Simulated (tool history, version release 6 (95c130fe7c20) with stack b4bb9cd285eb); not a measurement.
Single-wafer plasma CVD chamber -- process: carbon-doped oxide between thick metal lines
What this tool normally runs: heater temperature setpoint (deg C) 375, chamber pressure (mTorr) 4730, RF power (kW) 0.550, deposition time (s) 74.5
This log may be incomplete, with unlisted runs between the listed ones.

run	day	heater temperature setpoint (deg C)	chamber pressure (mTorr)	RF power (kW)	deposition time (s)	read-back reference wafer on the same gauge, thickness_nm	mean film thickness on the monitor wafer (angstrom)
1	0.000	375	4730	0.520	64.4	433.764	3064.91
2	1.371	375	4730	0.520	64.4	434.019	3080.30
3	2.283	375	5020	0.550	74.5	433.789	3678.72
4	3.400	375	4730	0.550	74.5	433.832	3655.86
5	4.679	375	4730	0.550	74.5	433.585	3633.36
6	6.179	375	4730	0.550	74.5	434.174	3652.02
7	7.400	375	4730	0.550	74.5	433.993	3637.32
8	8.688	375	4730	0.550	74.5	434.264	3641.91
9	9.188	375	4730	0.550	74.5	433.880	3640.07
10	10.933	375	4730	0.550	74.5	434.147	3641.97
11	12.117	380	4730	0.550	74.5	433.873	3594.23
12	13.212	380	4730	0.550	74.5	433.922	3601.06
13	14.067	375	5370	0.550	74.5	433.780	3680.67
14	14.612	375	4730	0.550	74.5	433.816	3627.65
15	15.408	361	4280	0.655	86.9	433.846	4693.31
16	16.117	386	4730	0.550	81.7	433.808	3881.14
17	17.288	362	4730	0.550	74.5	433.957	3747.58
18	18.754	375	4730	0.550	74.5	434.333	3625.56
19	19.412	375	4730	0.550	89.0	433.882	4322.24
20	20.392	381	4730	0.550	74.5	434.155	3587.58
21	21.808	375	4730	0.550	67.4	433.816	3392.55
22	23.008	375	4730	0.550	74.5	433.735	3717.67
23	23.971	375	4730	0.550	74.5	434.254	3728.70
24	25.325	382	4150	0.615	79.2	434.063	4069.11
25	25.954	375	4730	0.550	74.5	434.102	3712.29
26	27.400	387	5570	0.610	89.0	434.027	4622.63
27	27.942	386	4730	0.550	82.1	433.968	3989.78

Between the runs listed above, the log contained 5 entries, not reproduced here. Where in the sequence does each belong, and how does what the log doesn't record of the tool's condition differ from the listed run before to the listed run after?
In the gap between runs 9 and 10: capacitance manometer re-zeroed and calibrated (day 10.362); gauge calibrated (day 10.688); thermocouple changed; heater temperature recalibrated (day 10.912)
  delivered RF power above the setpoint (%): -5.24 -> -5.36
  measured result minus the result with no hidden state, mean film thickness on the monitor wafer (angstrom): -94.15 -> -96.39
In the gap between runs 18 and 19: showerhead replaced (day 19.242)
  delivered RF power above the setpoint (%): -5.88 -> -5.93
  measured result minus the result with no hidden state, mean film thickness on the monitor wafer (angstrom): -105.74 -> -127.04
In the gap between runs 20 and 21: RF generator calibrated (day 21.250)
  delivered RF power above the setpoint (%): -5.99 -> -0.111
  measured result minus the result with no hidden state, mean film thickness on the monitor wafer (angstrom): -106.67 -> -1.80
